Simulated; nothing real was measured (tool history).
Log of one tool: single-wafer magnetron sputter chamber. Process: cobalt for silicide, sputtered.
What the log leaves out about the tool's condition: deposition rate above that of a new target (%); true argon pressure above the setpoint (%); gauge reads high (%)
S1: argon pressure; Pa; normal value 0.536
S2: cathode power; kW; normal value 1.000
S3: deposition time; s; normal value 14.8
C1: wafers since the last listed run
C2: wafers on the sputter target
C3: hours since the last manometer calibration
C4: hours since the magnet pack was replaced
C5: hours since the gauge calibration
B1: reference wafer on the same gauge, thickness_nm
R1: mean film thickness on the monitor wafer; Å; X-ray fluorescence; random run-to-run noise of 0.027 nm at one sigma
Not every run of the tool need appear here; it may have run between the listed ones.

run	day	S1	S2	S3	C1	C2	C3	C4	C5	B1	R1
1	0.000	0.536	1.200	14.8	0	3534	1032.9	6494.6	336.0	6.742	83.59
2	3.500	0.476	1.000	13.3	1411	4946	1116.9	6578.6	420.0	6.732	63.58
3	5.971	0.476	1.000	13.3	996	5942	1176.2	6637.9	479.3	6.733	63.29
# day 7.683: capacitance manometer re-zeroed and calibrated
# day 8.721: sputter target and shields replaced
4	9.592	0.476	1.000	13.3	1191	350	45.8	6724.8	566.2	6.751	64.53
5	17.008	0.688	1.000	14.8	2992	3342	223.8	6902.8	744.2	6.751	66.79
6	19.217	0.536	1.000	14.8	890	4233	276.8	6955.8	797.2	6.746	69.81
7	22.296	0.536	1.000	14.8	1242	5475	350.7	7029.7	871.1	6.742	69.84
# day 31.738: sputter target and shields replaced
8	32.829	0.536	1.000	14.8	4114	440	603.5	7282.5	1123.9	6.746	70.82
# day 34.146: magnet pack replaced, of another model than before
9	34.688	0.536	1.000	14.8	615	1056	648.1	13.0	1168.5	6.726	70.11
10	37.475	0.536	1.000	14.8	1124	2180	715.0	79.9	1235.4	6.736	70.24
11	39.912	0.536	1.000	14.8	983	3164	773.5	138.4	1293.9	6.743	69.90
12	42.308	0.463	1.100	16.8	966	4130	831.0	195.9	1351.4	6.724	88.67
13	45.283	0.536	1.000	13.4	1200	5330	902.4	267.3	1422.8	6.751	63.10
14	46.850	0.394	0.850	15.9	632	5962	940.0	304.9	1460.4	6.735	65.59
# day 48.917: sputter target and shields replaced
15	49.858	0.630	0.750	12.8	1079	379	1012.2	377.1	1532.6	6.746	45.45
16	52.454	0.364	1.100	17.6	1047	1426	1074.5	439.4	1594.9	6.735	95.33
# day 53.883: capacitance manometer re-zeroed and calibrated
17	55.054	0.536	0.900	14.8	914	2340	28.1	501.8	1657.3	6.755	62.78
# day 57.121: gauge calibrated
18	64.988	0.647	1.100	13.4	4007	6348	266.5	740.2	188.8	6.743	67.78
# day 68.658: sputter target and shields replaced
19	68.679	0.536	1.000	14.8	1354	8	355.1	828.8	277.4	6.747	70.99
20	76.525	0.689	1.150	13.8	3165	3174	543.4	1017.1	465.7	6.752	72.55

A few steps of R1 between consecutive runs. Split each: what settings, incoming material and random variation would produce without the hidden state, and what is left over for the hidden state, along with gauge scatter present in only one of the two compared results (measured, and without hidden state):
Run 3 -> 4: capacitance manometer re-zeroed and calibrated, sputter target and shields replaced. R1 +1.24 Å: hidden state +1.23, all else +0.01.
Run 15 -> 16: S1 0.630 -> 0.364, S2 0.750 -> 1.100, S3 12.8 -> 17.6. R1 +49.88 Å: hidden state -0.75, all else +50.63.
Run 16 -> 17: S1 0.364 -> 0.536, S2 1.100 -> 0.900, S3 17.6 -> 14.8, capacitance manometer re-zeroed and calibrated. R1 -32.55 Å: hidden state +0.04, all else -32.59.
Run 18 -> 19: S1 0.647 -> 0.536, S2 1.100 -> 1.000, S3 13.4 -> 14.8, sputter target and shields replaced. R1 +3.21 Å: hidden state +1.40, all else +1.81.
